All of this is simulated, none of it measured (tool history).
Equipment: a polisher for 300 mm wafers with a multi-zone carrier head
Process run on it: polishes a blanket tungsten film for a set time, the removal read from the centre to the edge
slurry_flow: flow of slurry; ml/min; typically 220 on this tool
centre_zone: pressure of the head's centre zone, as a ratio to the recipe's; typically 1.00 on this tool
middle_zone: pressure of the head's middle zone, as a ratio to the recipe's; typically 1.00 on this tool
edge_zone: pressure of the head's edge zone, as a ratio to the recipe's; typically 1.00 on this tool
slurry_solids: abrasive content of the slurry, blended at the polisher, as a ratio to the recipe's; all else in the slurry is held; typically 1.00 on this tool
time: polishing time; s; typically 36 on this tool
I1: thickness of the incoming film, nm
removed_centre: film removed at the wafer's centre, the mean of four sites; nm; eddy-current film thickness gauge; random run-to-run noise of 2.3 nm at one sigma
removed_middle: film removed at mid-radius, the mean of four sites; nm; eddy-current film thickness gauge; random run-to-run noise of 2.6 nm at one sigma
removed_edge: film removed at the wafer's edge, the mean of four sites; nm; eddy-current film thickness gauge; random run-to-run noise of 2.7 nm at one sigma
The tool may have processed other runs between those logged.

run 1 hour=0.0 | slurry_flow=220 centre_zone=0.89 middle_zone=1.00 edge_zone=1.00 slurry_solids=1.15 time=36 | I1=661.4 | removed_centre=192.8 removed_middle=217.5 removed_edge=215.8
run 2 hour=15.4 | slurry_flow=220 centre_zone=1.00 middle_zone=1.00 edge_zone=1.00 slurry_solids=1.00 time=25 | I1=677.4 | removed_centre=144.9 removed_middle=146.0 removed_edge=146.3
run 3 hour=30.8 | slurry_flow=220 centre_zone=1.08 middle_zone=1.00 edge_zone=1.00 slurry_solids=1.00 time=42 | I1=667.2 | removed_centre=261.8 removed_middle=246.2 removed_edge=248.2
run 4 hour=48.1 | slurry_flow=220 centre_zone=1.00 middle_zone=1.00 edge_zone=1.00 slurry_solids=1.00 time=36 | I1=668.4 | removed_centre=208.6 removed_middle=212.3 removed_edge=214.3
run 5 hour=91.1 | slurry_flow=220 centre_zone=1.00 middle_zone=1.00 edge_zone=1.00 slurry_solids=1.00 time=36 | I1=661.0 | removed_centre=207.3 removed_middle=211.1 removed_edge=213.8
run 6 hour=102.3 | slurry_flow=220 centre_zone=1.00 middle_zone=1.00 edge_zone=1.00 slurry_solids=1.00 time=36 | I1=679.0 | removed_centre=211.4 removed_middle=213.1 removed_edge=213.0
run 7 hour=111.4 | slurry_flow=220 centre_zone=0.95 middle_zone=1.00 edge_zone=1.00 slurry_solids=1.30 time=36 | I1=670.0 | removed_centre=205.7 removed_middle=222.7 removed_edge=226.7
run 8 hour=126.2 | slurry_flow=220 centre_zone=1.00 middle_zone=1.00 edge_zone=1.00 slurry_solids=1.00 time=41 | I1=661.7 | removed_centre=234.6 removed_middle=238.9 removed_edge=244.9
run 9 hour=145.5 | slurry_flow=220 centre_zone=1.00 middle_zone=1.00 edge_zone=1.00 slurry_solids=1.00 time=36 | I1=674.3 | removed_centre=203.5 removed_middle=213.3 removed_edge=210.2
run 10 hour=161.8 | slurry_flow=220 centre_zone=0.95 middle_zone=1.00 edge_zone=1.00 slurry_solids=1.00 time=36 | I1=670.9 | removed_centre=196.2 removed_middle=211.0 removed_edge=214.4
run 11 hour=175.6 | slurry_flow=220 centre_zone=1.00 middle_zone=1.00 edge_zone=1.00 slurry_solids=1.00 time=36 | I1=670.0 | removed_centre=213.2 removed_middle=209.0 removed_edge=209.2
run 12 hour=191.8 | slurry_flow=220 centre_zone=1.00 middle_zone=1.00 edge_zone=1.00 slurry_solids=1.00 time=36 | I1=682.4 | removed_centre=207.0 removed_middle=211.6 removed_edge=210.9
run 13 hour=207.2 | slurry_flow=220 centre_zone=1.00 middle_zone=1.00 edge_zone=1.00 slurry_solids=1.20 time=31 | I1=666.8 | removed_centre=189.5 removed_middle=187.4 removed_edge=188.2
run 14 hour=236.5 | slurry_flow=220 centre_zone=1.00 middle_zone=0.89 edge_zone=1.00 slurry_solids=1.00 time=43 | I1=673.5 | removed_centre=246.2 removed_middle=232.7 removed_edge=251.0
run 15 hour=244.7 | slurry_flow=220 centre_zone=0.90 middle_zone=1.07 edge_zone=1.00 slurry_solids=0.75 time=36 | I1=665.0 | removed_centre=173.7 removed_middle=209.6 removed_edge=201.9
run 16 hour=260.6 | slurry_flow=155 centre_zone=1.00 middle_zone=1.11 edge_zone=1.00 slurry_solids=0.80 time=45 | I1=668.2 | removed_centre=236.4 removed_middle=262.3 removed_edge=240.1
run 17 hour=266.6 | slurry_flow=220 centre_zone=1.00 middle_zone=1.00 edge_zone=1.00 slurry_solids=1.00 time=49 | I1=668.7 | removed_centre=284.1 removed_middle=286.6 removed_edge=287.9
run 18 hour=276.4 | slurry_flow=290 centre_zone=1.00 middle_zone=0.96 edge_zone=1.00 slurry_solids=1.00 time=36 | I1=671.7 | removed_centre=215.6 removed_middle=207.6 removed_edge=215.0
run 19 hour=283.7 | slurry_flow=220 centre_zone=1.00 middle_zone=0.94 edge_zone=1.00 slurry_solids=1.00 time=36 | I1=675.0 | removed_centre=205.2 removed_middle=203.2 removed_edge=216.7
run 20 hour=293.1 | slurry_flow=295 centre_zone=1.00 middle_zone=1.06 edge_zone=1.00 slurry_solids=1.25 time=32 | I1=671.4 | removed_centre=201.9 removed_middle=206.3 removed_edge=201.0
run 21 hour=310.8 | slurry_flow=220 centre_zone=1.00 middle_zone=1.00 edge_zone=1.00 slurry_solids=1.00 time=36 | I1=676.3 | removed_centre=213.0 removed_middle=210.9 removed_edge=213.8

Removed from this log: 4 entries logged between the listed runs. Between which two listed runs does each belong, and how does the tool's hidden state at the listed run before it compare with that at the listed run after it?
From run 4 to run 5: worn pad replaced by a new one (hour 64.0); edge zone pressure recalibrated (hour 69.6)
  nothing in the hidden state changes from one run to the other
From run 13 to run 14: worn pad replaced by a new one (hour 221.2)
  nothing in the hidden state changes from one run to the other
From run 19 to run 20: centre zone pressure recalibrated (hour 289.9)
  nothing in the hidden state changes from one run to the other
